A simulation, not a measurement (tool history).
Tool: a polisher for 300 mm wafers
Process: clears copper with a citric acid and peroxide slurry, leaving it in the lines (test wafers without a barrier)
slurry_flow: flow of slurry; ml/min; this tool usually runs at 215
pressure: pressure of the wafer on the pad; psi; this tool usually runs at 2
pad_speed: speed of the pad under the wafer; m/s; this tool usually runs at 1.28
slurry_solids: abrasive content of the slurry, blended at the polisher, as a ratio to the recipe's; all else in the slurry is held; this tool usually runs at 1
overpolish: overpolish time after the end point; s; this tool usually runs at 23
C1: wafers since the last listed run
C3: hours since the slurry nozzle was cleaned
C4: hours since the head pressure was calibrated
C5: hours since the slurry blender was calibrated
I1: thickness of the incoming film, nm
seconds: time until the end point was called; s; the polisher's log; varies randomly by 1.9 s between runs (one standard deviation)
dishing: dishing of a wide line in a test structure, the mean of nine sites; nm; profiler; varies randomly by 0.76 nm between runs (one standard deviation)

Run 1, hour 0: usual settings but pad_speed 1.16 m/s, overpolish 29 s; C1 0; wafers polished on this pad 791; C3 129.2; C4 458.6; C5 362.7; I1 195.9. Result: seconds 118.7 s, dishing 36.1 nm.
At hour 74: slurry blender recalibrated.
Run 2, hour 163.6: usual settings but slurry_solids 1.25, overpolish 28 s; C1 1113; wafers polished on this pad 1905; C3 292.8; C4 622.2; C5 89.6; I1 193. Result: seconds 101.3 s, dishing 38.7 nm.
Run 3, hour 212.8: usual settings but slurry_solids 1.25, overpolish 28 s; C1 339; wafers polished on this pad 2245; C3 342; C4 671.4; C5 138.8; I1 194.8. Result: seconds 108.5 s, dishing 39.4 nm.
Run 4, hour 259: usual settings but slurry_solids 1.25, overpolish 28 s; C1 318; wafers polished on this pad 2563; C3 388.2; C4 717.6; C5 185; I1 195.1. Result: seconds 108.4 s, dishing 39.1 nm.
At hour 343.1: worn pad replaced by a new one.
Run 5, hour 362.6: usual settings; C1 686; wafers polished on this pad 134; C3 491.8; C4 821.2; C5 288.6; I1 196.2. Result: seconds 122.7 s, dishing 29.4 nm.
Run 6, hour 399.2: usual settings but overpolish 18 s; C1 252; wafers polished on this pad 386; C3 528.4; C4 857.8; C5 325.2; I1 198. Result: seconds 117.4 s, dishing 22.9 nm.
At hour 466.5: slurry blender recalibrated.
Run 7, hour 489.9: usual settings but overpolish 18 s; C1 611; wafers polished on this pad 998; C3 619.1; C4 948.5; C5 23.4; I1 193.3. Result: seconds 122 s, dishing 22.2 nm.
Run 8, hour 547.9: usual settings but overpolish 18 s; C1 399; wafers polished on this pad 1397; C3 677.1; C4 1006.5; C5 81.4; I1 194.8. Result: seconds 123.9 s, dishing 23 nm.
At hour 633.4: head pressure recalibrated.
Run 9, hour 644.9: usual settings; C1 654; wafers polished on this pad 2052; C3 774.1; C4 11.5; C5 178.4; I1 193.8. Result: seconds 126.7 s, dishing 28.8 nm.
At hour 693.6: worn pad replaced by a new one, repeated, since the last time left the tool worse.
At hour 708.2: slurry nozzle cleaned.
Run 10, hour 722.6: usual settings; C1 501; wafers polished on this pad 192; C3 14.4; C4 89.2; C5 256.1; I1 197.3. Result: seconds 109.9 s, dishing 32.4 nm.
Run 11, hour 789.2: usual settings; C1 459; wafers polished on this pad 651; C3 81; C4 155.8; C5 322.7; I1 192.6. Result: seconds 109.1 s, dishing 29.9 nm.
At hour 831.8: slurry blender recalibrated.
Run 12, hour 877: usual settings; C1 591; wafers polished on this pad 1243; C3 168.8; C4 243.6; C5 45.2; I1 196.4. Result: seconds 110.7 s, dishing 31.2 nm.
Run 13, hour 979.7: usual settings; C1 707; wafers polished on this pad 1951; C3 271.5; C4 346.3; C5 147.9; I1 194.2. Result: seconds 114 s, dishing 30.6 nm.
Run 14, hour 1026: usual settings; C1 319; wafers polished on this pad 2270; C3 317.8; C4 392.6; C5 194.2; I1 193.9. Result: seconds 110.4 s, dishing 31.6 nm.
Run 15, hour 1097.5: usual settings but pressure 2.7 psi; C1 492; wafers polished on this pad 2763; C3 389.3; C4 464.1; C5 265.7; I1 193.6. Result: seconds 91.5 s, dishing 39.2 nm.

Run 16 comes next. What will it give?
At hour 1140.1: worn pad replaced by a new one.
Run 16, hour 1187.4: usual settings but pressure 2.6 psi; C1 592; wafers polished on this pad 326; C3 479.2; C4 554; C5 355.6; I1 195.1. Result: seconds ?, dishing ?.

{"run 16": {"seconds": 89, "dishing": 40}}
Were there no unlogged condition in the tool, this run, its random variation unchanged, would have produced seconds 88 s, dishing 40.4 nm.

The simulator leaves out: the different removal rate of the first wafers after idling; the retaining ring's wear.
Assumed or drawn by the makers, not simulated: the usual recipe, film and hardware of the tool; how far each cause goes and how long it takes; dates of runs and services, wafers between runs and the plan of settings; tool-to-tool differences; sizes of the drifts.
